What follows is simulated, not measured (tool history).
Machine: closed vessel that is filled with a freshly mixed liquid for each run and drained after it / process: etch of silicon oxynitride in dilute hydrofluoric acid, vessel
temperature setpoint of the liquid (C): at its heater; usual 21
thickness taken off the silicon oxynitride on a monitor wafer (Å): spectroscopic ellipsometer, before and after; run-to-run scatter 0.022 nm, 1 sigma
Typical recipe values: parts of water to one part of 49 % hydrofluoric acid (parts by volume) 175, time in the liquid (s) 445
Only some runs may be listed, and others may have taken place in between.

run    hour  temperature setpoint of the liquid (C)  parts of water to one part of 49 % hydrofluoric acid (parts by volume)  time in the liquid (s)  wafers since the last listed run  hours since the thermometer was replaced  hours since the hydrofluoric acid flow meter was replaced  hours since the gauge calibration  read-back film thickness of the silicon oxynitride reference wafer, read on the same gauge (nm)  thickness taken off the silicon oxynitride on a monitor wafer (Å)
  1       0                                      21                                                                     175                     445                                 0                                      68.4                                                       1152                              114.9                                                                                           139.96                                                               57.3
  2      51                                      21                                                                     175                     445                              5396                                     119.4                                                       1203                              165.9                                                                                           139.96                                                               56.9
  3    92.7                                      21                                                                     175                     445                              4412                                     161.1                                                     1244.7                              207.6                                                                                              140                                                               57.9
  4   123.7                                      21                                                                     175                     445                              3280                                     192.1                                                     1275.7                              238.6                                                                                           140.04                                                               57.1
  5   185.2                                      21                                                                     175                     445                              6507                                     253.6                                                     1337.2                              300.1                                                                                           140.02                                                               57.9
  6     211                                      21                                                                     175                     445                              2729                                     279.4                                                       1363                              325.9                                                                                           139.99                                                               57.9
  7   255.7                                      21                                                                     175                     445                              4729                                     324.1                                                     1407.7                              370.6                                                                                           140.05                                                                 58
  8   289.3                                      21                                                                     175                     445                              3555                                     357.7                                                     1441.3                              404.2                                                                                           140.01                                                               58.4
  9   327.9                                      21                                                                     175                     445                              4084                                     396.3                                                     1479.9                              442.8                                                                                           140.02                                                               58.6
      417.2  -- hydrofluoric acid flow meter replaced
 10     499                                    19.5                                                                     240                     445                             17998                                     567.4                                                       81.8                              613.9                                                                                           140.02                                                               36.9
 11   552.3                                      21                                                                     175                     350                              5639                                     620.7                                                      135.1                              667.2                                                                                           139.98                                                               44.2
 12   579.3                                      23                                                                     120                     445                              2856                                     647.7                                                      162.1                              694.2                                                                                           140.02                                                               94.1
 13   614.9                                    22.5                                                                     175                     275                              3766                                     683.3                                                      197.7                              729.8                                                                                           140.01                                                               37.4
 14   684.3                                    22.5                                                                     215                     560                              7343                                     752.7                                                      267.1                              799.2                                                                                           139.97                                                               60.8
      707.8  -- gauge calibrated
 15   740.4                                      21                                                                     175                     445                              5935                                     808.8                                                      323.2                               32.6                                                                                              140                                                               57.1
 16   783.1                                      21                                                                     175                     445                              4518                                     851.5                                                      365.9                               75.3                                                                                           140.03                                                               57.2
      823.1  -- thermometer replaced
 17   823.7                                      21                                                                     100                     295                              4190                                       0.6                                                      406.5                              115.9                                                                                           140.04                                                               68.1
 18   872.9                                      17                                                                     175                     690                              5205                                      49.8                                                      455.7                              165.1                                                                                           140.01                                                               71.7
 19   923.3                                      17                                                                     235                     620                              5332                                     100.2                                                      506.1                              215.5                                                                                           139.98                                                               46.4
 20   953.1                                    18.5                                                                     175                     445                              3153                                       130                                                      535.9                              245.3                                                                                           139.97                                                               49.8
 21    1023                                      21                                                                     145                     445                              7396                                     199.9                                                      605.8                              315.2                                                                                           139.99                                                               69.2
 22  1146.7                                      21                                                                     125                     445                             13088                                     323.6                                                      729.5                              438.9                                                                                           139.99                                                               83.3
 23  1205.1                                      18                                                                     240                     225                              6179                                       382                                                      787.9                              497.3                                                                                           140.05                                                               17.7

Here are 3 independent what-if runs from the current tool condition. What would each one return?
  A  1205.9                                      21                                                                     175                     445                                84                                     382.8                                                      788.7                              498.1                                                                                                ?                                                                  ?
  B  1205.9                                      21                                                                     175                     370                                84                                     382.8                                                      788.7                              498.1                                                                                                ?                                                                  ?
  C  1205.9                                      21                                                                     225                     210                                84                                     382.8                                                      788.7                              498.1                                                                                                ?                                                                  ?

run  read-back film thickness of the silicon oxynitride reference wafer, read on the same gauge (nm)  thickness taken off the silicon oxynitride on a monitor wafer (Å)
  A                                                                                           139.99                                                                 57
  B                                                                                           139.99                                                               47.4
  C                                                                                           139.99                                                               20.2
With the hidden condition removed and each run's random variation left untouched, the same runs would have given:
run  thickness taken off the silicon oxynitride on a monitor wafer (Å)
  A                                                               53.5
  B                                                               44.5
  C                                                                 19

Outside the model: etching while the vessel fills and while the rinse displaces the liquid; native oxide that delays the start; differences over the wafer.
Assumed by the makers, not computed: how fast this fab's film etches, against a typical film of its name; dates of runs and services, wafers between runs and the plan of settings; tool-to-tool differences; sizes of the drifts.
